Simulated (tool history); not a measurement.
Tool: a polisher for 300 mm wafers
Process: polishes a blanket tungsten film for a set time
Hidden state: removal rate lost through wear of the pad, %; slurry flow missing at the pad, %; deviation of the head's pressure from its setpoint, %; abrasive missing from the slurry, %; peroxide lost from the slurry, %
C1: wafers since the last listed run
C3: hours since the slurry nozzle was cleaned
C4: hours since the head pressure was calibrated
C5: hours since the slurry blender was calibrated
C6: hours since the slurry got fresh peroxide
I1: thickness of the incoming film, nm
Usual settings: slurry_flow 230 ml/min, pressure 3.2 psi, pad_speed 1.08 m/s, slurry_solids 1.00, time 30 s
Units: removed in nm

Run 1, hour 0.0: usual settings; C1 0; wafers polished on this pad 1530; C3 66.1; C4 338.0; C5 90.6; C6 388.6; I1 931.7. Result: removed 141.6 nm.
At hour 7.8: slurry tank refilled with fresh slurry and peroxide.
Run 2, hour 33.5: usual settings; C1 333; wafers polished on this pad 1863; C3 99.6; C4 371.5; C5 124.1; C6 25.7; I1 925.4. Result: removed 139.3 nm.
At hour 71.1: head pressure recalibrated.
Run 3, hour 72.3: usual settings; C1 377; wafers polished on this pad 2241; C3 138.4; C4 1.2; C5 162.9; C6 64.5; I1 943.2. Result: removed 139.3 nm.
Run 4, hour 174.5: usual settings; C1 1047; wafers polished on this pad 3288; C3 240.6; C4 103.4; C5 265.1; C6 166.7; I1 930.4. Result: removed 134.3 nm.
At hour 214.2: worn pad replaced by a new one.
Run 5, hour 236.0: usual settings; C1 589; wafers polished on this pad 223; C3 302.1; C4 164.9; C5 326.6; C6 228.2; I1 924.2. Result: removed 132.9 nm.
Run 6, hour 260.6: usual settings; C1 252; wafers polished on this pad 475; C3 326.7; C4 189.5; C5 351.2; C6 252.8; I1 941.3. Result: removed 132.6 nm.
At hour 286.1: slurry blender recalibrated.
Run 7, hour 290.1: usual settings; C1 281; wafers polished on this pad 757; C3 356.2; C4 219.0; C5 4.0; C6 282.3; I1 925.8. Result: removed 146.4 nm.
At hour 338.7: slurry nozzle cleaned.
At hour 354.8: slurry tank refilled with fresh slurry and peroxide.
At hour 436.5: head pressure recalibrated.
Run 8, hour 445.8: usual settings; C1 1554; wafers polished on this pad 2312; C3 107.1; C4 9.3; C5 159.7; C6 91.0; I1 938.0. Result: removed 133.7 nm.
Run 9, hour 507.9: usual settings; C1 636; wafers polished on this pad 2948; C3 169.2; C4 71.4; C5 221.8; C6 153.1; I1 925.3. Result: removed 134.4 nm.
Run 10, hour 544.7: usual settings but pressure 3.8 psi, pad_speed 1.40 m/s, slurry_solids 1.10, time 26 s; C1 377; wafers polished on this pad 3325; C3 206.0; C4 108.2; C5 258.6; C6 189.9; I1 936.6. Result: removed 161.5 nm.
At hour 598.4: worn pad replaced by a new one.
Run 11, hour 606.5: usual settings but slurry_flow 250 ml/min, pad_speed 0.70 m/s; C1 592; wafers polished on this pad 83; C3 267.8; C4 170.0; C5 320.4; C6 251.7; I1 939.3. Result: removed 105.5 nm.
Run 12, hour 651.1: usual settings but pressure 4.0 psi, pad_speed 0.88 m/s, slurry_solids 0.90, time 36 s; C1 457; wafers polished on this pad 540; C3 312.4; C4 214.6; C5 365.0; C6 296.3; I1 927.7. Result: removed 156.9 nm.
At hour 676.4: slurry blender recalibrated.
Run 13, hour 710.8: usual settings but slurry_flow 270 ml/min; C1 591; wafers polished on this pad 1131; C3 372.1; C4 274.3; C5 34.4; C6 356.0; I1 932.5. Result: removed 145.6 nm.
At hour 726.1: slurry nozzle cleaned.
At hour 758.2: slurry tank refilled with fresh slurry and peroxide.
Run 14, hour 778.3: usual settings but pressure 3.5 psi, time 21 s; C1 671; wafers polished on this pad 1803; C3 52.2; C4 341.8; C5 101.9; C6 20.1; I1 921.6. Result: removed 105.8 nm.
Run 15, hour 873.8: usual settings but slurry_flow 285 ml/min, pad_speed 1.34 m/s; C1 978; wafers polished on this pad 2781; C3 147.7; C4 437.3; C5 197.4; C6 115.6; I1 937.1. Result: removed 158.5 nm.
At hour 900.6: head pressure recalibrated.
Run 16, hour 904.0: usual settings but pressure 2.7 psi, pad_speed 0.82 m/s, slurry_solids 0.85, time 40 s; C1 289; wafers polished on this pad 3070; C3 177.9; C4 3.4; C5 227.6; C6 145.8; I1 933.3. Result: removed 130.8 nm.
At hour 946.5: worn pad replaced by a new one.
Run 17, hour 966.8: usual settings; C1 602; wafers polished on this pad 208; C3 240.7; C4 66.2; C5 290.4; C6 208.6; I1 937.4. Result: removed 131.5 nm.
Run 18, hour 1026.2: usual settings but slurry_flow 170 ml/min, pad_speed 0.74 m/s, slurry_solids 1.10; C1 608; wafers polished on this pad 816; C3 300.1; C4 125.6; C5 349.8; C6 268.0; I1 923.7. Result: removed 107.7 nm.
At hour 1058.8: slurry blender recalibrated.
Run 19, hour 1073.1: usual settings; C1 460; wafers polished on this pad 1276; C3 347.0; C4 172.5; C5 14.3; C6 314.9; I1 932.6. Result: removed 143.7 nm.
At hour 1102.8: slurry nozzle cleaned.
Run 20, hour 1105.2: usual settings but slurry_flow 170 ml/min, pad_speed 1.26 m/s; C1 318; wafers polished on this pad 1595; C3 2.4; C4 204.6; C5 46.4; C6 347.0; I1 924.3. Result: removed 150.4 nm.
At hour 1117.5: slurry tank refilled with fresh slurry and peroxide.
Run 21, hour 1174.8: usual settings but pressure 2.1 psi, pad_speed 1.20 m/s, time 22 s; C1 703; wafers polished on this pad 2298; C3 72.0; C4 274.2; C5 116.0; C6 57.3; I1 945.1. Result: removed 80.8 nm.
Run 22, hour 1285.4: usual settings but slurry_solids 0.85, time 26 s; C1 1133; wafers polished on this pad 3432; C3 182.6; C4 384.8; C5 226.6; C6 167.9; I1 928.9. Result: removed 104.5 nm.
At hour 1337.7: worn pad replaced by a new one.
At hour 1361.4: head pressure recalibrated.
Run 23, hour 1384.3: usual settings but slurry_flow 190 ml/min, slurry_solids 0.85, time 25 s; C1 952; wafers polished on this pad 456; C3 281.5; C4 22.9; C5 325.5; C6 266.8; I1 915.8. Result: removed 99.6 nm.
Run 24, hour 1416.6: usual settings but pad_speed 0.82 m/s; C1 331; wafers polished on this pad 787; C3 313.8; C4 55.2; C5 357.8; C6 299.1; I1 937.5. Result: removed 110.2 nm.

Run 25 comes next. What will it give?
At hour 1419.9: slurry blender recalibrated.
Run 25, hour 1451.3: usual settings but pressure 4.3 psi, pad_speed 1.30 m/s, slurry_solids 1.20, time 33 s; C1 335; wafers polished on this pad 1122; C3 348.5; C4 89.9; C5 31.4; C6 333.8; I1 916.3. Result: removed ?.

removed: 243.1 nm
Without the tool's hidden state the same run would have given removed 249.8 nm.
